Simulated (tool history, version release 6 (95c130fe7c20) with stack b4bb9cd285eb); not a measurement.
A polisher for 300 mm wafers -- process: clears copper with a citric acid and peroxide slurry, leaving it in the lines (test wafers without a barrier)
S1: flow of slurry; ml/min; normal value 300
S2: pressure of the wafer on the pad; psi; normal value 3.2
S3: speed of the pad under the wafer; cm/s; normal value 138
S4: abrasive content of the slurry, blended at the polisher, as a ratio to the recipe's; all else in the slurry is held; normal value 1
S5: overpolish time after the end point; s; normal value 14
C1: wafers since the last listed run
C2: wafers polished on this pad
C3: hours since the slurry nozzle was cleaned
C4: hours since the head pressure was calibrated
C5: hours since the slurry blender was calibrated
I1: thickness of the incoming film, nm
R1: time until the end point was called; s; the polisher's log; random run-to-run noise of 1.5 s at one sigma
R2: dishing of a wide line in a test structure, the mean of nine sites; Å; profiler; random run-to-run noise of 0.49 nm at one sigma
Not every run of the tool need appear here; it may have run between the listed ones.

run	day	S1	S2	S3	S4	S5	C1	C2	C3	C4	C5	I1	R1	R2
1	0	300	3.2	174	1	14	0	2129	124	553	397.7	394	93.2	229
2	1.7	300	3.2	174	1	14	198	2327	164.8	593.8	438.5	388.5	92.4	224
3	4.792	300	3.2	138	1	14	360	2688	239	668	512.7	399.3	119.3	195
4	9.171	300	3.2	138	1	14	510	3199	344.1	773.1	617.8	398.7	121.2	201
# day 9.938: worn pad replaced by a new one
# day 9.983: slurry blender recalibrated
5	12.112	300	3.2	138	1	14	318	248	414.7	843.7	51.1	397.6	122.2	204
# day 12.546: head pressure recalibrated
6	14.812	300	3.2	138	1	14	305	553	479.5	54.4	115.9	395	122.1	203
7	16.317	300	3.7	138	1	14	175	728	515.6	90.5	152	398.6	107.5	219
8	19.3	300	3.7	138	1	14	347	1076	587.2	162.1	223.6	393.7	110.5	216
9	22.496	300	3.2	138	1	14	372	1449	663.9	238.8	300.3	396.7	125.1	194
# day 25.638: slurry nozzle cleaned
10	26.333	360	2.2	138	0.75	14	442	1892	16.7	330.9	392.4	393.5	171.2	172
11	28.504	215	4.2	138	1	18	253	2145	68.8	383	444.5	388.7	95.3	239
12	32.279	300	3.2	110	1	9	440	2585	159.4	473.6	535.1	394.2	148	140
13	34.546	300	3.2	174	1	14	264	2850	213.8	528	589.5	397.6	94	219
# day 36.038: slurry blender recalibrated
# day 36.512: worn pad replaced by a new one
14	36.812	300	3.2	138	1	14	235	34	268.2	582.4	18.6	391.7	117.8	204
15	39.004	300	2.7	110	1	14	255	290	320.8	635	71.2	400.8	172.5	172
# day 41.167: head pressure recalibrated
16	46.104	300	2.4	184	1	18	818	1108	491.2	118.5	241.6	389.1	111.8	238
17	47.758	300	3.9	100	1	14	192	1301	530.9	158.2	281.3	398.1	144.9	179
18	51.167	230	3.2	92	1	14	397	1699	612.7	240	363.1	396	192.9	161
# day 52.088: slurry nozzle cleaned
19	53.458	340	3.2	138	1	14	262	1961	32.9	295	418.1	402.7	116.4	201
20	57.742	300	3.2	138	1	14	499	2461	135.7	397.8	520.9	397	120.8	205
# day 60.825: slurry blender recalibrated
# day 60.871: worn pad replaced by a new one
21	61.383	300	3.2	138	1	9	409	59	223.1	485.2	13.4	390.5	116.9	167
22	65.725	300	2.8	138	1.25	14	506	566	327.3	589.4	117.6	393.6	124	199
23	69.092	300	2.9	138	1	14	392	958	408.1	670.2	198.4	399.5	135.4	200
# day 75.35: head pressure recalibrated
# day 76.408: slurry nozzle cleaned
24	80.6	300	4.2	108	0.7	11	1327	2286	100.6	126	474.6	390	130.6	163
25	83.188	340	3.2	138	0.8	14	301	2588	162.7	188.1	536.7	395.5	127.6	206
# day 87.717: slurry blender recalibrated
# day 89.796: worn pad replaced by a new one
26	92.929	300	3.2	180	0.7	8	1107	365	396.5	421.9	125.1	391.4	103	158
27	97.304	300	3.2	138	1.1	14	510	875	501.5	526.9	230.1	392.3	117.7	206
28	100.179	370	3.5	138	1.15	17	335	1210	570.5	595.9	299.1	396.3	109.6	231

Describe how what the log doesn't record of the tool's condition differs between the last listed run preceding each entry between runs and the first listed run following it.
From run 4 to run 5: worn pad replaced by a new one (day 9.938); slurry blender recalibrated (day 9.983)
  slurry flow missing at the pad, %: 12.8 -> 17.8
  the result without the hidden state subtracted from the measured one, R1: +1.6 -> +2.3 s; R2: -1 -> -2 Å
From run 5 to run 6: head pressure recalibrated (day 12.546)
  slurry flow missing at the pad, %: 17.8 -> 23.2
  the result without the hidden state subtracted from the measured one, R1: +2.3 -> +3.2 s; R2: -2 -> -2 Å
From run 9 to run 10: slurry nozzle cleaned (day 25.638)
  slurry flow missing at the pad, %: 42.8 -> 1.8
  the result without the hidden state subtracted from the measured one, R1: +7.9 -> +0.2 s; R2: -6 -> +0 Å
From run 13 to run 14: slurry blender recalibrated (day 36.038); worn pad replaced by a new one (day 36.512)
  slurry flow missing at the pad, %: 6.02 -> 8.46
  the result without the hidden state subtracted from the measured one, R1: +0.5 -> +0.9 s; R2: +0 -> -1 Å
From run 15 to run 16: head pressure recalibrated (day 41.167)
  slurry flow missing at the pad, %: 11.3 -> 24.2
  the result without the hidden state subtracted from the measured one, R1: +1.9 -> +3.1 s; R2: -1 -> -3 Å
From run 18 to run 19: slurry nozzle cleaned (day 52.088)
  slurry flow missing at the pad, %: 36.7 -> 2.87
  the result without the hidden state subtracted from the measured one, R1: +12.1 -> +0.3 s; R2: -6 -> +0 Å
From run 20 to run 21: slurry blender recalibrated (day 60.825); worn pad replaced by a new one (day 60.871)
  slurry flow missing at the pad, %: 4.48 -> 7.4
  the result without the hidden state subtracted from the measured one, R1: +0.5 -> +0.8 s; R2: +0 -> -1 Å
From run 23 to run 24: head pressure recalibrated (day 75.35); slurry nozzle cleaned (day 76.408)
  slurry flow missing at the pad, %: 18.3 -> 7.91
  the result without the hidden state subtracted from the measured one, R1: +2.6 -> +1 s; R2: -2 -> +0 Å
From run 25 to run 26: slurry blender recalibrated (day 87.717); worn pad replaced by a new one (day 89.796)
  slurry flow missing at the pad, %: 9.43 -> 21.6
  the result without the hidden state subtracted from the measured one, R1: +1.1 -> +2.4 s; R2: -1 -> -2 Å
